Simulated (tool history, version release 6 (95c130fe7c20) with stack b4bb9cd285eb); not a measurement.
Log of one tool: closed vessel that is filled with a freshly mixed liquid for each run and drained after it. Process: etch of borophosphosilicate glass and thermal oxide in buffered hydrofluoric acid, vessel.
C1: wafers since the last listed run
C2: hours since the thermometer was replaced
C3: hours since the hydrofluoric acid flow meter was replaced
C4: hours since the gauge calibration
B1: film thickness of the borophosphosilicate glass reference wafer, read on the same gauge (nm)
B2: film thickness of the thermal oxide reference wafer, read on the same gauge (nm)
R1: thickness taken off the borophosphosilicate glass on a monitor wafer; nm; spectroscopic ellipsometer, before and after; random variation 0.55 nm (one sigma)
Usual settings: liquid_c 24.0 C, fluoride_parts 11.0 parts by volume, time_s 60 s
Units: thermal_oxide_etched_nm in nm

Run 1, hour 0.0: usual settings but fluoride_parts 8.5 parts by volume; C1 0; C2 762.1; C3 988.1; C4 1393.4; B1 99.99; B2 60.01. Result: R1 97.78 nm, thermal_oxide_etched_nm 87.00 nm.
Run 2, hour 37.3: usual settings but fluoride_parts 8.5 parts by volume; C1 4224; C2 799.4; C3 1025.4; C4 1430.7; B1 99.96; B2 60.00. Result: R1 96.86 nm, thermal_oxide_etched_nm 85.69 nm.
Run 3, hour 100.2: usual settings but fluoride_parts 12.5 parts by volume; C1 7123; C2 862.3; C3 1088.3; C4 1493.6; B1 100.04; B2 60.03. Result: R1 68.36 nm, thermal_oxide_etched_nm 61.64 nm.
Run 4, hour 132.8: usual settings but fluoride_parts 12.5 parts by volume; C1 3691; C2 894.9; C3 1120.9; C4 1526.2; B1 100.01; B2 59.99. Result: R1 69.37 nm, thermal_oxide_etched_nm 61.72 nm.
Run 5, hour 195.9: usual settings but fluoride_parts 12.5 parts by volume; C1 7145; C2 958.0; C3 1184.0; C4 1589.3; B1 99.98; B2 59.95. Result: R1 69.05 nm, thermal_oxide_etched_nm 61.29 nm.
Run 6, hour 229.8: usual settings but time_s 80 s; C1 3839; C2 991.9; C3 1217.9; C4 1623.2; B1 100.01; B2 59.99. Result: R1 105.02 nm, thermal_oxide_etched_nm 92.72 nm.
Run 7, hour 276.7: usual settings but time_s 80 s; C1 5311; C2 1038.8; C3 1264.8; C4 1670.1; B1 100.00; B2 59.98. Result: R1 105.04 nm, thermal_oxide_etched_nm 93.46 nm.
Run 8, hour 317.5: usual settings; C1 4620; C2 1079.6; C3 1305.6; C4 1710.9; B1 99.99; B2 60.00. Result: R1 78.64 nm, thermal_oxide_etched_nm 69.98 nm.
Run 9, hour 468.9: usual settings but time_s 35 s; C1 17145; C2 1231.0; C3 1457.0; C4 1862.3; B1 100.02; B2 60.02. Result: R1 45.67 nm, thermal_oxide_etched_nm 40.72 nm.
Run 10, hour 496.6: usual settings but liquid_c 26.0 C, fluoride_parts 9.0 parts by volume, time_s 95 s; C1 3136; C2 1258.7; C3 1484.7; C4 1890.0; B1 100.02; B2 59.96. Result: R1 163.10 nm, thermal_oxide_etched_nm 144.07 nm.
Run 11, hour 540.5: usual settings; C1 4971; C2 1302.6; C3 1528.6; C4 1933.9; B1 100.01; B2 59.94. Result: R1 78.37 nm, thermal_oxide_etched_nm 69.97 nm.
Run 12, hour 595.4: usual settings but liquid_c 28.0 C, fluoride_parts 10.0 parts by volume; C1 6217; C2 1357.5; C3 1583.5; C4 1988.8; B1 99.98; B2 59.99. Result: R1 105.32 nm, thermal_oxide_etched_nm 94.91 nm.
At hour 618.7: thermometer replaced.
Run 13, hour 666.4: usual settings but liquid_c 19.0 C, fluoride_parts 8.5 parts by volume, time_s 70 s; C1 7927; C2 47.7; C3 1654.5; C4 2059.8; B1 100.00; B2 59.98. Result: R1 87.87 nm, thermal_oxide_etched_nm 77.28 nm.
At hour 729.9: gauge calibrated.
Run 14, hour 730.5: usual settings but liquid_c 21.0 C, fluoride_parts 9.0 parts by volume; C1 7259; C2 111.8; C3 1718.6; C4 0.6; B1 100.03; B2 60.02. Result: R1 78.08 nm, thermal_oxide_etched_nm 68.69 nm.
At hour 756.8: hydrofluoric acid flow meter replaced.
Run 15, hour 763.0: usual settings but liquid_c 21.0 C; C1 3567; C2 144.3; C3 6.2; C4 33.1; B1 100.01; B2 59.98. Result: R1 67.28 nm, thermal_oxide_etched_nm 58.80 nm.
Run 16, hour 829.1: usual settings but liquid_c 29.0 C, time_s 40 s; C1 7485; C2 210.4; C3 72.3; C4 99.2; B1 100.02; B2 59.96. Result: R1 68.08 nm, thermal_oxide_etched_nm 61.01 nm.
Run 17, hour 860.0: usual settings but fluoride_parts 12.5 parts by volume; C1 3499; C2 241.3; C3 103.2; C4 130.1; B1 100.00; B2 60.01. Result: R1 69.18 nm, thermal_oxide_etched_nm 60.90 nm.
Run 18, hour 924.8: usual settings but time_s 35 s; C1 7338; C2 306.1; C3 168.0; C4 194.9; B1 99.99; B2 60.04. Result: R1 46.62 nm, thermal_oxide_etched_nm 40.24 nm.
Run 19, hour 993.3: usual settings but fluoride_parts 7.5 parts by volume, time_s 85 s; C1 7757; C2 374.6; C3 236.5; C4 263.4; B1 100.02; B2 60.03. Result: R1 159.19 nm, thermal_oxide_etched_nm 142.93 nm.
Run 20, hour 1038.4: usual settings but liquid_c 29.0 C, fluoride_parts 12.5 parts by volume, time_s 50 s; C1 5107; C2 419.7; C3 281.6; C4 308.5; B1 100.01; B2 59.98. Result: R1 75.12 nm, thermal_oxide_etched_nm 66.82 nm.
Run 21, hour 1152.5: usual settings; C1 12921; C2 533.8; C3 395.7; C4 422.6; B1 100.01; B2 59.96. Result: R1 77.37 nm, thermal_oxide_etched_nm 69.58 nm.
Run 22, hour 1191.0: usual settings but liquid_c 21.0 C, fluoride_parts 6.5 parts by volume, time_s 85 s; C1 4360; C2 572.3; C3 434.2; C4 461.1; B1 100.00; B2 60.01. Result: R1 158.86 nm, thermal_oxide_etched_nm 136.37 nm.
Run 23, hour 1222.5: usual settings but liquid_c 21.0 C, fluoride_parts 15.0 parts by volume, time_s 40 s; C1 3567; C2 603.8; C3 465.7; C4 492.6; B1 99.99; B2 60.00. Result: R1 32.39 nm, thermal_oxide_etched_nm 29.39 nm.
Run 24, hour 1271.4: usual settings but liquid_c 28.0 C, fluoride_parts 8.0 parts by volume; C1 5537; C2 652.7; C3 514.6; C4 541.5; B1 100.02; B2 59.99. Result: R1 129.06 nm, thermal_oxide_etched_nm 114.79 nm.
Run 25, hour 1313.3: usual settings but liquid_c 22.0 C, fluoride_parts 9.0 parts by volume; C1 4745; C2 694.6; C3 556.5; C4 583.4; B1 100.00; B2 60.01. Result: R1 83.85 nm, thermal_oxide_etched_nm 72.57 nm.
Run 26, hour 1364.0: usual settings but liquid_c 27.5 C, fluoride_parts 7.5 parts by volume, time_s 95 s; C1 5741; C2 745.3; C3 607.2; C4 634.1; B1 99.98; B2 60.00. Result: R1 212.17 nm, thermal_oxide_etched_nm 190.89 nm.

Forecast each of these 3 alternatives for the next run:
Run A, hour 1364.7: usual settings; C1 79; C2 746.0; C3 607.9; C4 634.8; B1 ?; B2 ?. Result: R1 ?, thermal_oxide_etched_nm ?.
Run B, hour 1364.7: usual settings but liquid_c 26.5 C, fluoride_parts 13.5 parts by volume, time_s 40 s; C1 79; C2 746.0; C3 607.9; C4 634.8; B1 ?; B2 ?. Result: R1 ?, thermal_oxide_etched_nm ?.
Run C, hour 1364.7: usual settings but liquid_c 26.5 C, time_s 50 s; C1 79; C2 746.0; C3 607.9; C4 634.8; B1 ?; B2 ?. Result: R1 ?, thermal_oxide_etched_nm ?.

run     B1     B2     R1  thermal_oxide_etched_nm
  A  99.98  59.99  78.11                    69.57
  B  99.98  59.99  48.68                    43.47
  C  99.98  59.99  74.41                    66.37
Without the tool's hidden state the same runs would have given:
run     R1  thermal_oxide_etched_nm
  A  78.11                    69.57
  B  48.68                    43.47
  C  74.41                    66.37
